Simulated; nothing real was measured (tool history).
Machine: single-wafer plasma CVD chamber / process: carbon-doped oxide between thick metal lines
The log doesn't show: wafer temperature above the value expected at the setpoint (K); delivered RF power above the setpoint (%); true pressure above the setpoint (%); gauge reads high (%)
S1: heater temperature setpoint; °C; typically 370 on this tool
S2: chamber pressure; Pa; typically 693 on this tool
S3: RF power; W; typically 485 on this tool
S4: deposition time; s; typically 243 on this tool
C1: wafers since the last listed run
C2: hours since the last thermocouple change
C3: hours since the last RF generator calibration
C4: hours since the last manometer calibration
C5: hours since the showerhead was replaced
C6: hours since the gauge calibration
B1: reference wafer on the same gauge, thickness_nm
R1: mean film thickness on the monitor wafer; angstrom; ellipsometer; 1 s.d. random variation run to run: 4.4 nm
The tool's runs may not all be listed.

run	hour	S1	S2	S3	S4	C1	C2	C3	C4	C5	C6	B1	R1
1	0	370	807	485	258	0	926.9	571.5	1457.5	5249.4	503.7	1188.849	12311.3
2	46.9	370	693	435	243	484	973.8	618.4	1504.4	5296.3	550.6	1191.174	10853.94
3	112	377	693	485	243	672	1038.9	683.5	1569.5	5361.4	615.7	1190.231	11305.95
4	153.2	377	693	485	243	425	1080.1	724.7	1610.7	5402.6	656.9	1189.155	11262.65
5	190.9	377	693	485	243	389	1117.8	762.4	1648.4	5440.3	694.6	1189.978	11219.41
6	248.2	370	792	485	243	592	1175.1	819.7	1705.7	5497.6	751.9	1190.421	11626.98
7	298.5	359	693	485	243	519	1225.4	870	1756	5547.9	802.2	1190.199	11693.14
8	337.5	359	693	485	243	403	1264.4	909	1795	5586.9	841.2	1189.858	11689.55
# hour 372.4: showerhead replaced
9	373.4	359	693	485	243	288	1300.3	944.9	1830.9	1	877.1	1189.163	11627.77
10	401.5	370	693	485	243	290	1328.4	973	1859	29.1	905.2	1190.419	11398.74
# hour 452.7: thermocouple changed; heater temperature recalibrated
11	468.4	384	693	485	216	608	15.7	1039.9	1925.9	96	972.1	1189.279	9854.51
# hour 481.9: capacitance manometer re-zeroed and calibrated
12	527.2	370	779	485	243	525	74.5	1098.7	45.3	154.8	1030.9	1190.6	11488.58
13	597.8	365	693	445	275	729	145.1	1169.3	115.9	225.4	1101.5	1189.496	12476.87
# hour 651.6: gauge calibrated
14	780.5	359	693	485	243	1888	327.8	1352	298.6	408.1	128.9	1190.109	11634.65
# hour 849.7: RF generator calibrated
15	851.7	359	693	485	219	653	399	2	369.8	479.3	200.1	1190.533	10806.35
16	882.5	379	693	485	290	318	429.8	32.8	400.6	510.1	230.9	1191.921	13773.02
17	922.1	359	693	485	243	409	469.4	72.4	440.2	549.7	270.5	1188.149	11908.19
18	983.7	370	596	485	243	636	531	134	501.8	611.3	332.1	1187.055	11373.73
19	1042.6	359	693	485	263	608	589.9	192.9	560.7	670.2	391	1190.844	12840.11
20	1098.8	370	693	485	220	580	646.1	249.1	616.9	726.4	447.2	1190.575	10422.16
21	1162.6	377	693	485	243	659	709.9	312.9	680.7	790.2	511	1190.494	11367.14

Alternative continuations, all from the tool just after run 21; predict every row:
A	1163.1	370	693	485	243	5	710.4	313.4	681.2	790.7	511.5	?	?
B	1163.1	370	571	440	243	5	710.4	313.4	681.2	790.7	511.5	?	?
C	1163.1	378	565	555	216	5	710.4	313.4	681.2	790.7	511.5	?	?
D	1163.1	380	693	520	197	5	710.4	313.4	681.2	790.7	511.5	?	?

run	B1	R1
A	1190.196	11496.36
B	1190.196	10632.64
C	1190.196	10423.89
D	1190.196	9453.17
Stripped of hidden state, with their random variation kept, the same runs would have yielded:
run	R1
A	11814.15
B	10974.5
C	10705.77
D	9711.59
